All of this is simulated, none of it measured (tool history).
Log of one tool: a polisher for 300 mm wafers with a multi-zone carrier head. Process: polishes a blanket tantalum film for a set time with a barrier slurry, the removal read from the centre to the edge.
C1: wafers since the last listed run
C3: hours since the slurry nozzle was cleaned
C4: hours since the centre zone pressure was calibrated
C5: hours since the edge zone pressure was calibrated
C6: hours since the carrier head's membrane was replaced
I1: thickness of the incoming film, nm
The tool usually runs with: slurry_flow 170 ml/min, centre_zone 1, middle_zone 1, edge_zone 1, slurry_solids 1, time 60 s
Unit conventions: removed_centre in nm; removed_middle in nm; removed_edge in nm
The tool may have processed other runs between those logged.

run 1 hour=0 | slurry_flow=170 centre_zone=1 middle_zone=1 edge_zone=1 slurry_solids=1 time=60 | C1=0 wafers_polished_on_this_pad=1557 C3=235.7 C4=475.5 C5=387.9 C6=976.1 | I1=383.4 | removed_centre=97.6 removed_middle=97.2 removed_edge=99.3
run 2 hour=49.5 | slurry_flow=170 centre_zone=1 middle_zone=1 edge_zone=1 slurry_solids=1 time=60 | C1=664 wafers_polished_on_this_pad=2222 C3=285.2 C4=525 C5=437.4 C6=1025.6 | I1=379.7 | removed_centre=95.8 removed_middle=94 removed_edge=98.6
-- hour=57 worn pad replaced by a new one
run 3 hour=107.9 | slurry_flow=170 centre_zone=1 middle_zone=1 edge_zone=1 slurry_solids=1 time=68 | C1=730 wafers_polished_on_this_pad=684 C3=343.6 C4=583.4 C5=495.8 C6=1084 | I1=383.3 | removed_centre=106.8 removed_middle=106.3 removed_edge=111.8
run 4 hour=132.4 | slurry_flow=170 centre_zone=1 middle_zone=1.02 edge_zone=1 slurry_solids=1 time=60 | C1=329 wafers_polished_on_this_pad=1013 C3=368.1 C4=607.9 C5=520.3 C6=1108.5 | I1=378.7 | removed_centre=94.8 removed_middle=97.1 removed_edge=99.1
run 5 hour=172.7 | slurry_flow=170 centre_zone=1 middle_zone=1.02 edge_zone=1 slurry_solids=1 time=60 | C1=541 wafers_polished_on_this_pad=1554 C3=408.4 C4=648.2 C5=560.6 C6=1148.8 | I1=385.8 | removed_centre=94.7 removed_middle=95.9 removed_edge=96.4
run 6 hour=200.4 | slurry_flow=170 centre_zone=1 middle_zone=0.91 edge_zone=1 slurry_solids=1 time=60 | C1=372 wafers_polished_on_this_pad=1926 C3=436.1 C4=675.9 C5=588.3 C6=1176.5 | I1=377 | removed_centre=93 removed_middle=85.1 removed_edge=95.3
-- hour=233.4 worn pad replaced by a new one
-- hour=234.5 carrier head's membrane replaced by a new one
-- hour=251.4 slurry nozzle cleaned
-- hour=251.8 edge zone pressure recalibrated
run 7 hour=269.8 | slurry_flow=170 centre_zone=1.03 middle_zone=1 edge_zone=1 slurry_solids=1 time=60 | C1=845 wafers_polished_on_this_pad=455 C3=18.4 C4=745.3 C5=18 C6=35.3 | I1=386.6 | removed_centre=100.3 removed_middle=94.8 removed_edge=99.2
run 8 hour=337 | slurry_flow=170 centre_zone=1.03 middle_zone=1 edge_zone=1 slurry_solids=1 time=60 | C1=902 wafers_polished_on_this_pad=1358 C3=85.6 C4=812.5 C5=85.2 C6=102.5 | I1=375.5 | removed_centre=99.2 removed_middle=95.3 removed_edge=100.8
run 9 hour=378.8 | slurry_flow=170 centre_zone=1 middle_zone=1 edge_zone=1 slurry_solids=1 time=60 | C1=561 wafers_polished_on_this_pad=1919 C3=127.4 C4=854.3 C5=127 C6=144.3 | I1=380.7 | removed_centre=96.8 removed_middle=95.3 removed_edge=99.1
run 10 hour=446.8 | slurry_flow=170 centre_zone=1 middle_zone=1 edge_zone=1 slurry_solids=1 time=60 | C1=913 wafers_polished_on_this_pad=2833 C3=195.4 C4=922.3 C5=195 C6=212.3 | I1=382.1 | removed_centre=97.2 removed_middle=93.8 removed_edge=98.7
-- hour=452.3 worn pad replaced by a new one
run 11 hour=476.6 | slurry_flow=205 centre_zone=1.04 middle_zone=1 edge_zone=1.04 slurry_solids=1 time=60 | C1=346 wafers_polished_on_this_pad=325 C3=225.2 C4=952.1 C5=224.8 C6=242.1 | I1=381.8 | removed_centre=104.3 removed_middle=97.5 removed_edge=103.9
run 12 hour=535.3 | slurry_flow=170 centre_zone=1 middle_zone=1 edge_zone=1.05 slurry_solids=0.7 time=60 | C1=788 wafers_polished_on_this_pad=1114 C3=283.9 C4=1010.8 C5=283.5 C6=300.8 | I1=376.2 | removed_centre=89.2 removed_middle=85.9 removed_edge=92.8
run 13 hour=563 | slurry_flow=170 centre_zone=1 middle_zone=1 edge_zone=1 slurry_solids=1 time=60 | C1=372 wafers_polished_on_this_pad=1486 C3=311.6 C4=1038.5 C5=311.2 C6=328.5 | I1=376.7 | removed_centre=94.7 removed_middle=93.7 removed_edge=100.2
run 14 hour=634.9 | slurry_flow=200 centre_zone=1 middle_zone=1 edge_zone=1 slurry_solids=1 time=60 | C1=965 wafers_polished_on_this_pad=2452 C3=383.5 C4=1110.4 C5=383.1 C6=400.4 | I1=380.4 | removed_centre=96.9 removed_middle=94.8 removed_edge=101
-- hour=646.4 worn pad replaced by a new one
-- hour=673.5 centre zone pressure recalibrated
run 15 hour=684.7 | slurry_flow=170 centre_zone=1 middle_zone=0.95 edge_zone=1.09 slurry_solids=1 time=51 | C1=588 wafers_polished_on_this_pad=487 C3=433.3 C4=11.2 C5=432.9 C6=450.2 | I1=379.4 | removed_centre=77.5 removed_middle=73.8 removed_edge=85.2
run 16 hour=725.9 | slurry_flow=170 centre_zone=1.05 middle_zone=0.93 edge_zone=1.12 slurry_solids=1 time=44 | C1=553 wafers_polished_on_this_pad=1040 C3=474.5 C4=52.4 C5=474.1 C6=491.4 | I1=376.9 | removed_centre=69.8 removed_middle=63.1 removed_edge=74.9
run 17 hour=749.9 | slurry_flow=170 centre_zone=1 middle_zone=1 edge_zone=0.92 slurry_solids=0.8 time=60 | C1=322 wafers_polished_on_this_pad=1362 C3=498.5 C4=76.4 C5=498.1 C6=515.4 | I1=373.4 | removed_centre=85.6 removed_middle=85 removed_edge=86.1
run 18 hour=775.9 | slurry_flow=170 centre_zone=1 middle_zone=1 edge_zone=1 slurry_solids=1 time=60 | C1=349 wafers_polished_on_this_pad=1712 C3=524.5 C4=102.4 C5=524.1 C6=541.4 | I1=380.3 | removed_centre=88.4 removed_middle=88.5 removed_edge=94.6
run 19 hour=804.4 | slurry_flow=225 centre_zone=1 middle_zone=1 edge_zone=1 slurry_solids=1 time=66 | C1=382 wafers_polished_on_this_pad=2094 C3=553 C4=130.9 C5=552.6 C6=569.9 | I1=386.9 | removed_centre=104.2 removed_middle=103.4 removed_edge=107.3
-- hour=819.5 worn pad replaced by a new one
run 20 hour=843.3 | slurry_flow=170 centre_zone=1 middle_zone=1 edge_zone=1 slurry_solids=1 time=60 | C1=468 wafers_polished_on_this_pad=319 C3=591.9 C4=169.8 C5=591.5 C6=608.8 | I1=373.2 | removed_centre=85.7 removed_middle=85.4 removed_edge=92.3
run 21 hour=868.9 | slurry_flow=170 centre_zone=1 middle_zone=1 edge_zone=1.05 slurry_solids=0.7 time=60 | C1=343 wafers_polished_on_this_pad=663 C3=617.5 C4=195.4 C5=617.1 C6=634.4 | I1=374 | removed_centre=76.8 removed_middle=76.6 removed_edge=85.9
-- hour=891.6 slurry nozzle cleaned
run 22 hour=911.9 | slurry_flow=125 centre_zone=1 middle_zone=1 edge_zone=1 slurry_solids=1.2 time=60 | C1=564 wafers_polished_on_this_pad=1227 C3=20.3 C4=238.4 C5=660.1 C6=677.4 | I1=378.9 | removed_centre=94.5 removed_middle=93.3 removed_edge=98.4

Predict each of these 3 candidate next runs independently; none follows another, all start after run 22:
run A hour=912.3 | slurry_flow=170 centre_zone=1 middle_zone=1 edge_zone=1 slurry_solids=0.75 time=60 | C1=5 wafers_polished_on_this_pad=1233 C3=20.7 C4=238.8 C5=660.5 C6=677.8 | I1=376.2 | removed_centre=? removed_middle=? removed_edge=?
run B hour=912.3 | slurry_flow=170 centre_zone=1 middle_zone=1.11 edge_zone=1 slurry_solids=1 time=60 | C1=5 wafers_polished_on_this_pad=1233 C3=20.7 C4=238.8 C5=660.5 C6=677.8 | I1=376.2 | removed_centre=? removed_middle=? removed_edge=?
run C hour=912.3 | slurry_flow=195 centre_zone=0.95 middle_zone=0.89 edge_zone=1.07 slurry_solids=1 time=60 | C1=5 wafers_polished_on_this_pad=1233 C3=20.7 C4=238.8 C5=660.5 C6=677.8 | I1=376.2 | removed_centre=? removed_middle=? removed_edge=?

run=A removed_centre=91.6 removed_middle=90.4 removed_edge=92.6
run=B removed_centre=98 removed_middle=105.7 removed_edge=98.8
run=C removed_centre=95.3 removed_middle=89.7 removed_edge=104.2
Had the tool no hidden state, the same runs would have come out as:
run=A removed_centre=92 removed_middle=90.8 removed_edge=92.8
run=B removed_centre=98.5 removed_middle=106.1 removed_edge=99.1
run=C removed_centre=95.7 removed_middle=90 removed_edge=104.4
